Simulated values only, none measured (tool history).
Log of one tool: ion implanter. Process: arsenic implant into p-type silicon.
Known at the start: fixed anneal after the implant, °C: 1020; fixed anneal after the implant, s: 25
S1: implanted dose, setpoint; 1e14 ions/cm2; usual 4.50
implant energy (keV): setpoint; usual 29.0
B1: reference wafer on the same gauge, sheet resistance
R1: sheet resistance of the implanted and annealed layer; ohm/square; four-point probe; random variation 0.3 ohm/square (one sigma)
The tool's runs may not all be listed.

{"run": 1, "hour": 0.0, "S1": 4.5, "implant energy (keV)": 29.0, "B1": 225.0, "R1": 192.13}
{"run": 2, "hour": 15.4, "S1": 4.5, "implant energy (keV)": 29.0, "B1": 225.05, "R1": 192.17}
{"run": 3, "hour": 30.3, "S1": 4.5, "implant energy (keV)": 29.0, "B1": 224.98, "R1": 192.22}
{"run": 4, "hour": 51.5, "S1": 4.5, "implant energy (keV)": 33.5, "B1": 225.04, "R1": 188.32}
{"run": 5, "hour": 70.3, "S1": 4.5, "implant energy (keV)": 29.0, "B1": 225.0, "R1": 191.76}
{"hour": 72.8, "done": "gauge calibrated"}
{"run": 6, "hour": 92.1, "S1": 4.5, "implant energy (keV)": 29.0, "B1": 225.03, "R1": 192.2}
{"hour": 111.7, "done": "Faraday cup replaced and dose calibrated"}
{"run": 7, "hour": 112.2, "S1": 4.96, "implant energy (keV)": 22.5, "B1": 225.03, "R1": 191.85}
{"run": 8, "hour": 127.5, "S1": 4.5, "implant energy (keV)": 29.0, "B1": 225.03, "R1": 199.19}
{"run": 9, "hour": 149.4, "S1": 5.43, "implant energy (keV)": 26.5, "B1": 225.08, "R1": 175.04}

Forecast run 10:
{"hour": 169.4, "done": "extraction supply calibrated"}
{"run": 10, "hour": 169.9, "S1": 3.24, "implant energy (keV)": 32.0, "B1": "?", "R1": "?"}

{"run 10": {"B1": 225.02, "R1": 253.19}}
Without the tool's hidden state the same run would have given R1 254.66 ohm/square.

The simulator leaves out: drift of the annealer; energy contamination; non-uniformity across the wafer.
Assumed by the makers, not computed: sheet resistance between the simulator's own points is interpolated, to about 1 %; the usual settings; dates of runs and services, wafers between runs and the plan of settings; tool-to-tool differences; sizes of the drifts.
